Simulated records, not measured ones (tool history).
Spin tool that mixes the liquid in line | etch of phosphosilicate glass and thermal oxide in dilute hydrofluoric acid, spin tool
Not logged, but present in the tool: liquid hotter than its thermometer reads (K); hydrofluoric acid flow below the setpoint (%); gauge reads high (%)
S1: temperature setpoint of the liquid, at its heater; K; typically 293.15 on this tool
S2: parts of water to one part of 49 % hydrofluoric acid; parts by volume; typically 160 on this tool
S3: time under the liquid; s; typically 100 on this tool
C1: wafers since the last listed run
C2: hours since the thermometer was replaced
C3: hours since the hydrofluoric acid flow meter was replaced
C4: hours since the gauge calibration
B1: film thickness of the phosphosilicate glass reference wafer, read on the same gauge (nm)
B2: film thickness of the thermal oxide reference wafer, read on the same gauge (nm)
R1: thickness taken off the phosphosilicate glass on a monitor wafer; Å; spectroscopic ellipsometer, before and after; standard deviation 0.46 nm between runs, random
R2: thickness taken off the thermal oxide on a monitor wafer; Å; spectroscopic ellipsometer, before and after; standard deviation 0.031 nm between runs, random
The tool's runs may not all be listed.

run    hour      S1   S2   S3    C1      C2      C3      C4     B1       B2      R1     R2
  1     0.0  293.15  160  100     0  1003.0  1853.7   957.9  30.00  129.989   538.9  20.40
  2    38.5  293.15  160  100   430  1041.5  1892.2   996.4  30.02  130.016   528.9  19.81
  3    95.8  293.15  160  100   641  1098.8  1949.5  1053.7  29.99  130.033   526.6  20.13
  4   151.7  293.15  160  100   625  1154.7  2005.4  1109.6  30.02  129.959   520.0  19.92
  5   236.1  293.15  160  100   944  1239.1  2089.8  1194.0  30.00  129.980   524.0  20.09
  6   324.9  295.15  160  115   993  1327.9  2178.6  1282.8  29.99  129.954   643.4  24.34
  7   401.4  295.15  160  115   855  1404.4  2255.1  1359.3  30.00  130.054   640.3  24.48
      429.7  -- gauge calibrated
  8   455.3  295.15  160  115   603  1458.3  2309.0    25.6  29.99  130.014   641.7  24.33
      462.1  -- thermometer replaced
  9   512.6  293.15  120  100   629    50.5  2366.3    82.9  30.01  129.936   730.3  27.84
 10   590.3  293.15  160  100   869   128.2  2444.0   160.6  30.01  130.011   514.9  19.65
      632.4  -- hydrofluoric acid flow meter replaced
 11   687.8  290.15  160  100  1079   225.7    55.4   258.1  29.98  129.982   520.7  20.01
 12   748.3  293.15   85  100   676   286.2   115.9   318.6  29.99  129.993  1183.7  45.77
 13   796.0  296.65  205   80   533   333.9   163.6   366.3  30.02  129.989   394.3  14.89
 14   880.9  291.65  230  120   949   418.8   248.5   451.2  30.00  130.020   431.5  15.79
 15   972.5  293.15   95  100  1024   510.4   340.1   542.8  30.00  129.989  1043.7  38.47
 16  1011.7  293.15  160  100   438   549.6   379.3   582.0  30.01  129.971   572.9  21.14
 17  1050.1  293.15  160  100   429   588.0   417.7   620.4  30.02  129.990   577.5  21.97
 18  1122.9  293.15  160   70   814   660.8   490.5   693.2  29.99  129.995   402.4  15.16
 19  1193.7  293.15  160  100   792   731.6   561.3   764.0  30.01  129.986   572.4  21.48

Forecast each of these 5 alternatives for the next run:
  A  1194.1  293.15  160  100   4  732.0  561.7  764.4   ?   ?   ?   ?
  B  1194.1  293.15  130  100   4  732.0  561.7  764.4   ?   ?   ?   ?
  C  1194.1  297.15  235  155   4  732.0  561.7  764.4   ?   ?   ?   ?
  D  1194.1  293.15  210   80   4  732.0  561.7  764.4   ?   ?   ?   ?
  E  1194.1  293.15  160   40   4  732.0  561.7  764.4   ?   ?   ?   ?

run     B1       B2     R1     R2
  A  30.00  129.996  573.5  21.14
  B  30.00  129.996  729.3  26.88
  C  30.00  129.996  649.1  23.92
  D  30.00  129.996  331.8  12.23
  E  30.00  129.996  229.4   8.46
What these runs would have given with no unlogged condition in the tool:
run     R1     R2
  A  608.5  22.43
  B  772.9  28.49
  C  691.5  25.49
  D  352.8  13.01
  E  243.4   8.97
